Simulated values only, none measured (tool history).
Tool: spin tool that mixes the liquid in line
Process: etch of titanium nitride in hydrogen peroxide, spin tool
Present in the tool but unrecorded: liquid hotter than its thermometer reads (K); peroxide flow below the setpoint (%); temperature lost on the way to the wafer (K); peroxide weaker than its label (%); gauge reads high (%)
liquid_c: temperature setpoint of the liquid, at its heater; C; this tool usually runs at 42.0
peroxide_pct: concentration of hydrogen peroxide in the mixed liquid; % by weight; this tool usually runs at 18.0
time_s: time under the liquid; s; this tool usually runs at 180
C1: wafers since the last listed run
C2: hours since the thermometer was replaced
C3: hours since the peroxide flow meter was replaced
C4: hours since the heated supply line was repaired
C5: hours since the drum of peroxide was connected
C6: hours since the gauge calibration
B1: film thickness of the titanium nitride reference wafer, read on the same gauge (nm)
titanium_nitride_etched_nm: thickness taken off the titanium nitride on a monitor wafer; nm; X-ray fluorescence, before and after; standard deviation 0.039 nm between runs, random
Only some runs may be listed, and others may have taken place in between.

run 1 day=0.000 | liquid_c=49.0 peroxide_pct=18.0 time_s=180 | C1=0 C2=609.1 C3=964.1 C4=57.8 C5=696.6 C6=59.1 | B1=109.994 | titanium_nitride_etched_nm=7.298
-- day=1.025 peroxide flow meter replaced
run 2 day=1.096 | liquid_c=49.0 peroxide_pct=18.0 time_s=180 | C1=141 C2=635.4 C3=1.7 C4=84.1 C5=722.9 C6=85.4 | B1=109.998 | titanium_nitride_etched_nm=7.219
run 3 day=2.171 | liquid_c=34.5 peroxide_pct=14.0 time_s=95 | C1=143 C2=661.2 C3=27.5 C4=109.9 C5=748.7 C6=111.2 | B1=110.014 | titanium_nitride_etched_nm=1.209
run 4 day=3.112 | liquid_c=47.5 peroxide_pct=14.0 time_s=210 | C1=126 C2=683.8 C3=50.1 C4=132.5 C5=771.3 C6=133.8 | B1=110.005 | titanium_nitride_etched_nm=7.149
run 5 day=4.421 | liquid_c=48.5 peroxide_pct=13.5 time_s=120 | C1=175 C2=715.2 C3=81.5 C4=163.9 C5=802.7 C6=165.2 | B1=110.018 | titanium_nitride_etched_nm=4.312
run 6 day=5.392 | liquid_c=47.5 peroxide_pct=21.5 time_s=80 | C1=129 C2=738.5 C3=104.8 C4=187.2 C5=826.0 C6=188.5 | B1=109.990 | titanium_nitride_etched_nm=2.880
run 7 day=6.721 | liquid_c=42.0 peroxide_pct=20.5 time_s=90 | C1=177 C2=770.4 C3=136.7 C4=219.1 C5=857.9 C6=220.4 | B1=109.996 | titanium_nitride_etched_nm=2.152
run 8 day=7.554 | liquid_c=38.0 peroxide_pct=18.0 time_s=180 | C1=111 C2=790.4 C3=156.7 C4=239.1 C5=877.9 C6=240.4 | B1=109.997 | titanium_nitride_etched_nm=3.106
run 9 day=8.342 | liquid_c=42.0 peroxide_pct=13.5 time_s=180 | C1=105 C2=809.3 C3=175.6 C4=258.0 C5=896.8 C6=259.3 | B1=110.008 | titanium_nitride_etched_nm=3.923
run 10 day=9.475 | liquid_c=33.0 peroxide_pct=22.0 time_s=115 | C1=151 C2=836.5 C3=202.8 C4=285.2 C5=924.0 C6=286.5 | B1=109.999 | titanium_nitride_etched_nm=1.361
run 11 day=10.712 | liquid_c=42.0 peroxide_pct=18.0 time_s=255 | C1=165 C2=866.2 C3=232.5 C4=314.9 C5=953.7 C6=316.2 | B1=109.999 | titanium_nitride_etched_nm=5.866
run 12 day=12.008 | liquid_c=34.0 peroxide_pct=21.5 time_s=230 | C1=173 C2=897.3 C3=263.6 C4=346.0 C5=984.8 C6=347.3 | B1=110.005 | titanium_nitride_etched_nm=2.907
run 13 day=13.471 | liquid_c=35.0 peroxide_pct=18.0 time_s=265 | C1=195 C2=932.4 C3=298.7 C4=381.1 C5=1019.9 C6=382.4 | B1=110.011 | titanium_nitride_etched_nm=3.476
run 14 day=14.088 | liquid_c=42.0 peroxide_pct=18.0 time_s=180 | C1=82 C2=947.2 C3=313.5 C4=395.9 C5=1034.7 C6=397.2 | B1=110.001 | titanium_nitride_etched_nm=4.121
-- day=15.267 new drum of peroxide connected
run 15 day=16.446 | liquid_c=52.0 peroxide_pct=20.5 time_s=180 | C1=310 C2=1003.8 C3=370.1 C4=452.5 C5=28.3 C6=453.8 | B1=110.009 | titanium_nitride_etched_nm=8.825
-- day=16.888 thermometer replaced
run 16 day=17.404 | liquid_c=34.0 peroxide_pct=14.0 time_s=135 | C1=122 C2=12.4 C3=393.1 C4=475.5 C5=51.3 C6=476.8 | B1=109.981 | titanium_nitride_etched_nm=1.526
run 17 day=18.596 | liquid_c=35.0 peroxide_pct=20.0 time_s=270 | C1=159 C2=41.0 C3=421.7 C4=504.1 C5=79.9 C6=505.4 | B1=109.994 | titanium_nitride_etched_nm=3.587
run 18 day=19.575 | liquid_c=42.0 peroxide_pct=18.0 time_s=180 | C1=131 C2=64.5 C3=445.2 C4=527.6 C5=103.4 C6=528.9 | B1=109.992 | titanium_nitride_etched_nm=4.045
run 19 day=23.104 | liquid_c=49.5 peroxide_pct=16.0 time_s=140 | C1=472 C2=149.2 C3=529.9 C4=612.3 C5=188.1 C6=613.6 | B1=110.011 | titanium_nitride_etched_nm=5.252
run 20 day=23.671 | liquid_c=50.5 peroxide_pct=22.5 time_s=250 | C1=75 C2=162.8 C3=543.5 C4=625.9 C5=201.7 C6=627.2 | B1=109.996 | titanium_nitride_etched_nm=10.815
run 21 day=24.258 | liquid_c=45.0 peroxide_pct=18.0 time_s=290 | C1=78 C2=176.9 C3=557.6 C4=640.0 C5=215.8 C6=641.3 | B1=110.015 | titanium_nitride_etched_nm=7.974
run 22 day=24.838 | liquid_c=34.0 peroxide_pct=18.0 time_s=180 | C1=77 C2=190.8 C3=571.5 C4=653.9 C5=229.7 C6=655.2 | B1=110.001 | titanium_nitride_etched_nm=2.067
run 23 day=26.008 | liquid_c=34.0 peroxide_pct=14.0 time_s=135 | C1=156 C2=218.9 C3=599.6 C4=682.0 C5=257.8 C6=683.3 | B1=110.008 | titanium_nitride_etched_nm=1.483
run 24 day=27.412 | liquid_c=42.0 peroxide_pct=22.0 time_s=180 | C1=188 C2=252.6 C3=633.3 C4=715.7 C5=291.5 C6=717.0 | B1=110.004 | titanium_nitride_etched_nm=4.092

What if the next run were any one of these 5? Each begins from the tool's condition after run 24:
run A day=27.433 | liquid_c=42.0 peroxide_pct=18.0 time_s=250 | C1=2 C2=253.1 C3=633.8 C4=716.2 C5=292.0 C6=717.5 | B1=? | titanium_nitride_etched_nm=?
run B day=27.433 | liquid_c=45.5 peroxide_pct=14.5 time_s=180 | C1=2 C2=253.1 C3=633.8 C4=716.2 C5=292.0 C6=717.5 | B1=? | titanium_nitride_etched_nm=?
run C day=27.433 | liquid_c=42.0 peroxide_pct=22.5 time_s=110 | C1=2 C2=253.1 C3=633.8 C4=716.2 C5=292.0 C6=717.5 | B1=? | titanium_nitride_etched_nm=?
run D day=27.433 | liquid_c=50.5 peroxide_pct=18.0 time_s=180 | C1=2 C2=253.1 C3=633.8 C4=716.2 C5=292.0 C6=717.5 | B1=? | titanium_nitride_etched_nm=?
run E day=27.433 | liquid_c=42.0 peroxide_pct=18.0 time_s=290 | C1=2 C2=253.1 C3=633.8 C4=716.2 C5=292.0 C6=717.5 | B1=? | titanium_nitride_etched_nm=?

run=A B1=109.990 titanium_nitride_etched_nm=5.472
run=B B1=109.990 titanium_nitride_etched_nm=4.908
run=C B1=109.990 titanium_nitride_etched_nm=2.526
run=D B1=109.990 titanium_nitride_etched_nm=7.433
run=E B1=109.990 titanium_nitride_etched_nm=6.348
With the hidden condition removed and each run's random variation left untouched, the same runs would have given:
run=A titanium_nitride_etched_nm=6.159
run=B titanium_nitride_etched_nm=5.510
run=C titanium_nitride_etched_nm=2.843
run=D titanium_nitride_etched_nm=8.315
run=E titanium_nitride_etched_nm=7.145
